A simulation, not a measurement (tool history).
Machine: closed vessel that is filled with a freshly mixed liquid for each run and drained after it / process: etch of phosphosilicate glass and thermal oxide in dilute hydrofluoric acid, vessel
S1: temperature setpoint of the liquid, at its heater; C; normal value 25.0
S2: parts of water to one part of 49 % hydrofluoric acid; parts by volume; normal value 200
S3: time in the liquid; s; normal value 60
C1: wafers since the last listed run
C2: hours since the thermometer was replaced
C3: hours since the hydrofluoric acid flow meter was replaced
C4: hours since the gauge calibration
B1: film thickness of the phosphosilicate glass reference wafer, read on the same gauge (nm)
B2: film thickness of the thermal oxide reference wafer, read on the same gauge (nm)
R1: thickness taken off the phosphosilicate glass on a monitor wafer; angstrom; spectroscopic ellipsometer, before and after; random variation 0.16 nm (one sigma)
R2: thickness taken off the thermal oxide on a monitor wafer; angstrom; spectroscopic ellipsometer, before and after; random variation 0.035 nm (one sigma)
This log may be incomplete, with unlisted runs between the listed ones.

run,hour,S1,S2,S3,C1,C2,C3,C4,B1,B2,R1,R2
1,0.0,25.0,155,60,0,1070.9,1100.6,257.0,50.00,110.016,276.0,17.95
2,13.3,25.0,155,60,1940,1084.2,1113.9,270.3,49.99,110.031,274.6,18.92
3,30.4,25.0,155,60,2494,1101.3,1131.0,287.4,50.00,109.971,274.1,18.34
4,40.4,25.0,200,45,1458,1111.3,1141.0,297.4,50.00,109.968,151.9,10.02
5,52.7,23.5,110,60,1794,1123.6,1153.3,309.7,50.01,109.989,391.5,24.53
6,66.5,25.0,250,35,2013,1137.4,1167.1,323.5,49.99,109.968,89.4,5.91
7,75.5,20.0,260,60,1312,1146.4,1176.1,332.5,50.02,110.041,121.7,7.99
# hour 81.5: hydrofluoric acid flow meter replaced
8,89.1,20.0,135,95,1838,1160.0,7.6,346.1,49.99,109.992,472.6,31.74
9,102.7,25.0,200,60,1983,1173.6,21.2,359.7,49.99,110.040,226.3,14.29
10,112.3,27.0,175,75,1400,1183.2,30.8,369.3,49.99,110.003,356.8,23.96
11,122.3,23.0,245,60,1458,1193.2,40.8,379.3,50.01,110.005,163.8,11.13
12,134.8,21.5,160,50,1823,1205.7,53.3,391.8,50.00,110.012,217.3,13.70
# hour 136.4: thermometer replaced
13,149.6,25.0,200,60,2013,13.2,68.1,406.6,50.00,109.991,210.4,13.82
14,160.7,20.5,200,70,1619,24.3,79.2,417.7,50.02,110.018,207.6,13.33
# hour 167.6: gauge calibrated
15,175.3,27.5,200,75,2129,38.9,93.8,7.7,49.99,110.010,287.5,18.77
16,184.0,23.5,255,30,1269,47.6,102.5,16.4,50.01,110.044,73.9,5.10
17,196.7,25.0,145,60,1852,60.3,115.2,29.1,50.02,110.009,307.7,19.99
18,221.7,23.5,110,60,3646,85.3,140.2,54.1,50.00,110.010,394.3,25.38
19,233.9,30.0,200,50,1779,97.5,152.4,66.3,50.00,109.996,208.3,13.47
20,246.0,27.5,270,80,1765,109.6,164.5,78.4,50.01,109.977,208.7,13.75
21,252.5,25.0,200,60,948,116.1,171.0,84.9,50.00,109.995,207.7,13.77
22,267.8,23.5,135,45,2231,131.4,186.3,100.2,50.00,110.034,236.1,15.83
23,280.3,29.5,235,50,1823,143.9,198.8,112.7,50.01,110.016,166.6,10.57
24,298.1,25.0,200,60,2596,161.7,216.6,130.5,50.00,109.980,206.3,13.70
25,314.1,27.0,290,75,2334,177.7,232.6,146.5,50.01,110.016,174.7,11.60

What the log doesn't show, run by run:
gauge reads high (%): 0 on each run
H1: liquid hotter than its thermometer reads (K)
H2: hydrofluoric acid flow below the setpoint (%)
run,H1,H2
1,2.14,8.75
2,2.17,8.84
3,2.2,8.97
4,2.22,9.04
5,2.25,9.13
6,2.28,9.23
7,2.29,9.29
8,2.32,0.0767
9,2.35,0.175
10,2.37,0.244
11,2.39,0.315
12,2.41,0.405
13,0.192,0.512
14,0.215,0.592
15,0.244,0.697
16,0.261,0.759
17,0.287,0.851
18,0.337,1.03
19,0.361,1.12
20,0.385,1.21
21,0.398,1.25
22,0.429,1.36
23,0.454,1.45
24,0.489,1.58
25,0.521,1.7

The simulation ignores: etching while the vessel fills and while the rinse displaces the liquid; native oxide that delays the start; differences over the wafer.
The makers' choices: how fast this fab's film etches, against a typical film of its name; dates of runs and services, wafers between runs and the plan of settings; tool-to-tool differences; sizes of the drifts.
